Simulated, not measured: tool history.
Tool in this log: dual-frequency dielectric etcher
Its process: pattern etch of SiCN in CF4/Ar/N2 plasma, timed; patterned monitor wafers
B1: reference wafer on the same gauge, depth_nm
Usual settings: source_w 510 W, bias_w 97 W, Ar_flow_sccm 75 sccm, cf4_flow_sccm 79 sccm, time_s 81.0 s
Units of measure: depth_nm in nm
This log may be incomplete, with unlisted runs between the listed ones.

{"run": 1, "day": 0.0, "source_w": 510, "bias_w": 97, "Ar_flow_sccm": 75, "cf4_flow_sccm": 79, "time_s": 64.0, "B1": 79.5, "depth_nm": 68.4}
{"run": 2, "day": 1.454, "source_w": 510, "bias_w": 97, "Ar_flow_sccm": 75, "cf4_flow_sccm": 88, "time_s": 81.0, "B1": 79.5, "depth_nm": 86.9}
{"run": 3, "day": 2.875, "source_w": 410, "bias_w": 97, "Ar_flow_sccm": 75, "cf4_flow_sccm": 79, "time_s": 99.5, "B1": 79.6, "depth_nm": 86.1}
{"day": 5.433, "done": "Ar flow controller replaced"}
{"run": 4, "day": 5.454, "source_w": 580, "bias_w": 97, "Ar_flow_sccm": 75, "cf4_flow_sccm": 86, "time_s": 81.0, "B1": 79.7, "depth_nm": 98.5}
{"day": 6.033, "done": "bias power generator calibrated"}
{"run": 5, "day": 6.192, "source_w": 510, "bias_w": 97, "Ar_flow_sccm": 75, "cf4_flow_sccm": 65, "time_s": 71.0, "B1": 79.8, "depth_nm": 75.3}
{"run": 6, "day": 6.708, "source_w": 510, "bias_w": 97, "Ar_flow_sccm": 83, "cf4_flow_sccm": 65, "time_s": 81.0, "B1": 79.9, "depth_nm": 83.7}
{"run": 7, "day": 8.038, "source_w": 590, "bias_w": 118, "Ar_flow_sccm": 67, "cf4_flow_sccm": 90, "time_s": 81.0, "B1": 80.0, "depth_nm": 106.6}
{"run": 8, "day": 8.667, "source_w": 470, "bias_w": 97, "Ar_flow_sccm": 83, "cf4_flow_sccm": 66, "time_s": 89.0, "B1": 80.0, "depth_nm": 85.1}
{"run": 9, "day": 9.317, "source_w": 510, "bias_w": 97, "Ar_flow_sccm": 75, "cf4_flow_sccm": 79, "time_s": 81.0, "B1": 80.0, "depth_nm": 86.7}
{"day": 9.825, "done": "CF4 flow controller replaced"}
{"run": 10, "day": 10.338, "source_w": 510, "bias_w": 97, "Ar_flow_sccm": 70, "cf4_flow_sccm": 79, "time_s": 58.0, "B1": 80.1, "depth_nm": 63.3}
{"run": 11, "day": 11.408, "source_w": 630, "bias_w": 97, "Ar_flow_sccm": 91, "cf4_flow_sccm": 90, "time_s": 105.0, "B1": 80.2, "depth_nm": 134.9}
{"run": 12, "day": 12.375, "source_w": 610, "bias_w": 97, "Ar_flow_sccm": 67, "cf4_flow_sccm": 79, "time_s": 81.0, "B1": 80.3, "depth_nm": 104.4}
{"run": 13, "day": 13.529, "source_w": 510, "bias_w": 88, "Ar_flow_sccm": 60, "cf4_flow_sccm": 61, "time_s": 87.5, "B1": 80.3, "depth_nm": 93.6}
{"run": 14, "day": 14.233, "source_w": 440, "bias_w": 97, "Ar_flow_sccm": 69, "cf4_flow_sccm": 79, "time_s": 93.5, "B1": 80.5, "depth_nm": 89.1}
{"run": 15, "day": 14.912, "source_w": 560, "bias_w": 97, "Ar_flow_sccm": 75, "cf4_flow_sccm": 90, "time_s": 101.5, "B1": 80.5, "depth_nm": 122.0}
{"day": 16.554, "done": "wet clean of the chamber"}
{"run": 16, "day": 16.575, "source_w": 410, "bias_w": 97, "Ar_flow_sccm": 92, "cf4_flow_sccm": 92, "time_s": 81.0, "B1": 80.8, "depth_nm": 69.7}
{"run": 17, "day": 16.688, "source_w": 510, "bias_w": 97, "Ar_flow_sccm": 70, "cf4_flow_sccm": 79, "time_s": 58.0, "B1": 80.7, "depth_nm": 63.5}
{"run": 18, "day": 18.029, "source_w": 510, "bias_w": 75, "Ar_flow_sccm": 62, "cf4_flow_sccm": 99, "time_s": 57.5, "B1": 81.0, "depth_nm": 62.0}
{"run": 19, "day": 18.571, "source_w": 410, "bias_w": 110, "Ar_flow_sccm": 75, "cf4_flow_sccm": 60, "time_s": 67.5, "B1": 81.1, "depth_nm": 59.9}
{"run": 20, "day": 19.521, "source_w": 510, "bias_w": 97, "Ar_flow_sccm": 75, "cf4_flow_sccm": 65, "time_s": 81.0, "B1": 81.4, "depth_nm": 86.6}
{"run": 21, "day": 20.388, "source_w": 510, "bias_w": 97, "Ar_flow_sccm": 75, "cf4_flow_sccm": 79, "time_s": 81.0, "B1": 81.4, "depth_nm": 88.5}

Consider 4 possible next runs. They are alternatives, not a sequence: every one starts from the tool as it was left by run 21. What does each give?
{"run": "A", "day": 20.404, "source_w": 440, "bias_w": 97, "Ar_flow_sccm": 75, "cf4_flow_sccm": 79, "time_s": 81.0, "B1": "?", "depth_nm": "?"}
{"run": "B", "day": 20.404, "source_w": 630, "bias_w": 97, "Ar_flow_sccm": 75, "cf4_flow_sccm": 79, "time_s": 81.0, "B1": "?", "depth_nm": "?"}
{"run": "C", "day": 20.404, "source_w": 510, "bias_w": 97, "Ar_flow_sccm": 85, "cf4_flow_sccm": 71, "time_s": 62.5, "B1": "?", "depth_nm": "?"}
{"run": "D", "day": 20.404, "source_w": 620, "bias_w": 97, "Ar_flow_sccm": 75, "cf4_flow_sccm": 79, "time_s": 81.0, "B1": "?", "depth_nm": "?"}

run=A B1=81.3 depth_nm=76.3
run=B B1=81.3 depth_nm=107.8
run=C B1=81.3 depth_nm=66.1
run=D B1=81.3 depth_nm=106.1
Had the tool no hidden state, the same runs would have come out as:
run=A depth_nm=74.4
run=B depth_nm=105.1
run=C depth_nm=64.5
run=D depth_nm=103.6

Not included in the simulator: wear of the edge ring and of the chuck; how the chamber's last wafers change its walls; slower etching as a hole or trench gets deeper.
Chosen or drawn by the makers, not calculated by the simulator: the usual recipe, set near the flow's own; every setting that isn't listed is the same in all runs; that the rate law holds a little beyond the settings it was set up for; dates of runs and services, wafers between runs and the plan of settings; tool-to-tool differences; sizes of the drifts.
